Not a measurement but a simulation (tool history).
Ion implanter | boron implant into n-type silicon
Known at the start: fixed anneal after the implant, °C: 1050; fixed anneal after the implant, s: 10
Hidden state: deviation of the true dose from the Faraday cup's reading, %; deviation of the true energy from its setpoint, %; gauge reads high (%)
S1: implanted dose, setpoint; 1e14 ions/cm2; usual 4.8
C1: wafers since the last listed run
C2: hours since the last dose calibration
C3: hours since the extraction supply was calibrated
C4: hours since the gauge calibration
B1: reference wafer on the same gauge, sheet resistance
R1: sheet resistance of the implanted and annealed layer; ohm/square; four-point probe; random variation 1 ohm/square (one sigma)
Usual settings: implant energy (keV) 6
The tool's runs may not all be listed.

run 1 day=0 | S1=4.38 implant_energy_(keV)=7 | C1=0 C2=1141.3 C3=2811.3 C4=126.5 | B1=299.84 | R1=277.65
run 2 day=2.175 | S1=4.38 implant_energy_(keV)=7 | C1=1176 C2=1193.5 C3=2863.5 C4=178.7 | B1=300.52 | R1=280.38
run 3 day=5.483 | S1=4.38 implant_energy_(keV)=7 | C1=1789 C2=1272.9 C3=2942.9 C4=258.1 | B1=299.74 | R1=279.75
run 4 day=9.717 | S1=4.8 implant_energy_(keV)=6 | C1=2289 C2=1374.5 C3=3044.5 C4=359.7 | B1=300.01 | R1=265.83
run 5 day=12.725 | S1=4.8 implant_energy_(keV)=6 | C1=1627 C2=1446.7 C3=3116.7 C4=431.9 | B1=300.2 | R1=264.98
run 6 day=16.542 | S1=4.8 implant_energy_(keV)=6 | C1=2064 C2=1538.3 C3=3208.3 C4=523.5 | B1=300.2 | R1=264.3
run 7 day=19.308 | S1=4.8 implant_energy_(keV)=7.5 | C1=1496 C2=1604.7 C3=3274.7 C4=589.9 | B1=299.99 | R1=260.23
run 8 day=22.754 | S1=4.8 implant_energy_(keV)=7.5 | C1=1863 C2=1687.4 C3=3357.4 C4=672.6 | B1=300.06 | R1=260.64
run 9 day=27.188 | S1=4.8 implant_energy_(keV)=7.5 | C1=2398 C2=1793.8 C3=3463.8 C4=779 | B1=300.22 | R1=259.73
run 10 day=31.296 | S1=4.8 implant_energy_(keV)=6 | C1=2222 C2=1892.4 C3=3562.4 C4=877.6 | B1=299.85 | R1=266.35
-- day=32.379 Faraday cup replaced and dose calibrated
run 11 day=33.1 | S1=4.8 implant_energy_(keV)=6 | C1=795 C2=17.3 C3=3605.7 C4=920.9 | B1=300.27 | R1=259.62
run 12 day=37.55 | S1=4.8 implant_energy_(keV)=7 | C1=2407 C2=124.1 C3=3712.5 C4=1027.7 | B1=300.02 | R1=256.56
run 13 day=41.221 | S1=4.8 implant_energy_(keV)=7 | C1=1985 C2=212.2 C3=3800.6 C4=1115.8 | B1=299.91 | R1=255.56
run 14 day=43.646 | S1=5.29 implant_energy_(keV)=6 | C1=1311 C2=270.4 C3=3858.8 C4=1174 | B1=299.62 | R1=238.75
run 15 day=45.258 | S1=5.29 implant_energy_(keV)=6 | C1=872 C2=309.1 C3=3897.5 C4=1212.7 | B1=299.81 | R1=237.79
run 16 day=49.146 | S1=4.8 implant_energy_(keV)=6 | C1=2102 C2=402.4 C3=3990.8 C4=1306 | B1=300.01 | R1=260.9
run 17 day=52.558 | S1=4.8 implant_energy_(keV)=4 | C1=1845 C2=484.3 C3=4072.7 C4=1387.9 | B1=299.79 | R1=272.39
run 18 day=55.562 | S1=4.8 implant_energy_(keV)=6 | C1=1624 C2=556.4 C3=4144.8 C4=1460 | B1=299.96 | R1=259.55
run 19 day=57.196 | S1=3.98 implant_energy_(keV)=6 | C1=883 C2=595.6 C3=4184 C4=1499.2 | B1=299.81 | R1=307.68
run 20 day=58.758 | S1=5.3 implant_energy_(keV)=6 | C1=845 C2=633.1 C3=4221.5 C4=1536.7 | B1=300.29 | R1=237.58
-- day=61.567 extraction supply calibrated
run 21 day=62.7 | S1=5.9 implant_energy_(keV)=4.5 | C1=1951 C2=727.7 C3=27.2 C4=1631.3 | B1=299.95 | R1=227.14
run 22 day=64.608 | S1=5.34 implant_energy_(keV)=4.5 | C1=1032 C2=773.5 C3=73 C4=1677.1 | B1=300.22 | R1=247.83
run 23 day=66.404 | S1=4.8 implant_energy_(keV)=6 | C1=971 C2=816.6 C3=116.1 C4=1720.2 | B1=299.95 | R1=261.31
-- day=67.938 gauge calibrated
run 24 day=68.504 | S1=4.12 implant_energy_(keV)=4.5 | C1=1135 C2=867 C3=166.5 C4=13.6 | B1=300.01 | R1=306.01
run 25 day=75.554 | S1=5.46 implant_energy_(keV)=5 | C1=3813 C2=1036.2 C3=335.7 C4=182.8 | B1=299.75 | R1=239.65
run 26 day=80.012 | S1=3.45 implant_energy_(keV)=5 | C1=2411 C2=1143.2 C3=442.7 C4=289.8 | B1=300.18 | R1=355.5
run 27 day=83.925 | S1=4.32 implant_energy_(keV)=5.5 | C1=2116 C2=1237.1 C3=536.6 C4=383.7 | B1=299.98 | R1=291.76
run 28 day=86.217 | S1=5.19 implant_energy_(keV)=4 | C1=1239 C2=1292.1 C3=591.6 C4=438.7 | B1=299.7 | R1=257.77
run 29 day=88.067 | S1=3.96 implant_energy_(keV)=8 | C1=1000 C2=1336.5 C3=636 C4=483.1 | B1=300.39 | R1=301.05
run 30 day=91.504 | S1=3.91 implant_energy_(keV)=5.5 | C1=1859 C2=1419 C3=718.5 C4=565.6 | B1=299.92 | R1=316.02
run 31 day=99.617 | S1=5.99 implant_energy_(keV)=4.5 | C1=4388 C2=1613.7 C3=913.2 C4=760.3 | B1=299.71 | R1=229.79
run 32 day=102.35 | S1=4.8 implant_energy_(keV)=6 | C1=1478 C2=1679.3 C3=978.8 C4=825.9 | B1=299.99 | R1=265.73
run 33 day=106.725 | S1=5.4 implant_energy_(keV)=6 | C1=2366 C2=1784.3 C3=1083.8 C4=930.9 | B1=300.12 | R1=238.67

Hidden state or all else? Some run-to-run changes of R1, split into what the settings, what came in and random variation would give without the hidden state, and what is left for the hidden state (with any gauge scatter that isn't in both results):
Run 10 -> 11: Faraday cup replaced and dose calibrated. R1 -6.73 ohm/square: hidden state -8.11, all else +1.38.
Run 19 -> 20: S1 3.98 -> 5.3. R1 -70.1 ohm/square: hidden state -0.11, all else -69.99.
Run 25 -> 26: S1 5.46 -> 3.45. R1 +115.85 ohm/square: hidden state +1.64, all else +114.21.
Run 30 -> 31: S1 3.91 -> 5.99, implant energy (keV) 5.5 -> 4.5. R1 -86.23 ohm/square: hidden state -0.72, all else -85.51.
Run 31 -> 32: S1 5.99 -> 4.8, implant energy (keV) 4.5 -> 6. R1 +35.94 ohm/square: hidden state +1.52, all else +34.42.

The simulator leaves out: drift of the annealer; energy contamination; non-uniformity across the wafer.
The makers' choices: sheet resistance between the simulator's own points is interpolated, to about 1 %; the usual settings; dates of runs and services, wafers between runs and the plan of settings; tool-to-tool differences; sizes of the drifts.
